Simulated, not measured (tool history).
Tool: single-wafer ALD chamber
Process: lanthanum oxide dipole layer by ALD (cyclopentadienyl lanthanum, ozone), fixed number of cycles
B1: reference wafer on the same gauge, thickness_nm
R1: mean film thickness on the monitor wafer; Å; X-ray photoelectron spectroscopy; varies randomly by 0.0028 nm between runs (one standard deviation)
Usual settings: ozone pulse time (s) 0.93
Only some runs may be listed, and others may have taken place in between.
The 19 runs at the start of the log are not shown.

Run 20, hour 958.7: usual settings but ozone pulse time (s) 0.65; B1 0.543. Result: R1 3.19 Å.
At hour 976.4: thermocouple changed; heater temperature recalibrated.
At hour 993.6: ozone generator serviced.
Run 21, hour 1147.1: usual settings but ozone pulse time (s) 1.04; B1 0.544. Result: R1 5.09 Å.
At hour 1166.8: gauge calibrated.
Run 22, hour 1194.9: usual settings; B1 0.544. Result: R1 4.81 Å.
Run 23, hour 1241.6: usual settings but ozone pulse time (s) 1.07; B1 0.545. Result: R1 5.11 Å.
Run 24, hour 1301.3: usual settings but ozone pulse time (s) 0.67; B1 0.543. Result: R1 3.61 Å.
Run 25, hour 1337.1: usual settings but ozone pulse time (s) 0.77; B1 0.543. Result: R1 4.18 Å.
Run 26, hour 1378.1: usual settings; B1 0.544. Result: R1 4.79 Å.
Run 27, hour 1402.2: usual settings but ozone pulse time (s) 1.12; B1 0.543. Result: R1 5.15 Å.
Run 28, hour 1467.9: usual settings but ozone pulse time (s) 0.63; B1 0.543. Result: R1 3.35 Å.
Run 29, hour 1499.7: usual settings; B1 0.542. Result: R1 4.80 Å.
Run 30, hour 1571.1: usual settings but ozone pulse time (s) 0.81; B1 0.542. Result: R1 4.36 Å.
Run 31, hour 1601.8: usual settings; B1 0.542. Result: R1 4.78 Å.
Run 32, hour 1639.3: usual settings but ozone pulse time (s) 1.19; B1 0.543. Result: R1 5.29 Å.
Run 33, hour 1707.9: usual settings; B1 0.543. Result: R1 4.78 Å.
Run 34, hour 1775.5: usual settings but ozone pulse time (s) 0.62; B1 0.543. Result: R1 3.25 Å.
Run 35, hour 1836.3: usual settings but ozone pulse time (s) 0.58; B1 0.544. Result: R1 2.89 Å.

Below are 3 alternative next runs, each starting from the tool's condition after run 35. Predict each:
Run A, hour 1836.7: usual settings; B1 ?. Result: R1 ?.
Run B, hour 1836.7: usual settings but ozone pulse time (s) 1.11; B1 ?. Result: R1 ?.
Run C, hour 1836.7: usual settings but ozone pulse time (s) 0.64; B1 ?. Result: R1 ?.

run     B1    R1
  A  0.543  4.73
  B  0.543  5.14
  C  0.543  3.36
The same runs, with their run-to-run variation unchanged, on a tool lacking any hidden condition would have given:
run    R1
  A  4.81
  B  5.20
  C  3.46
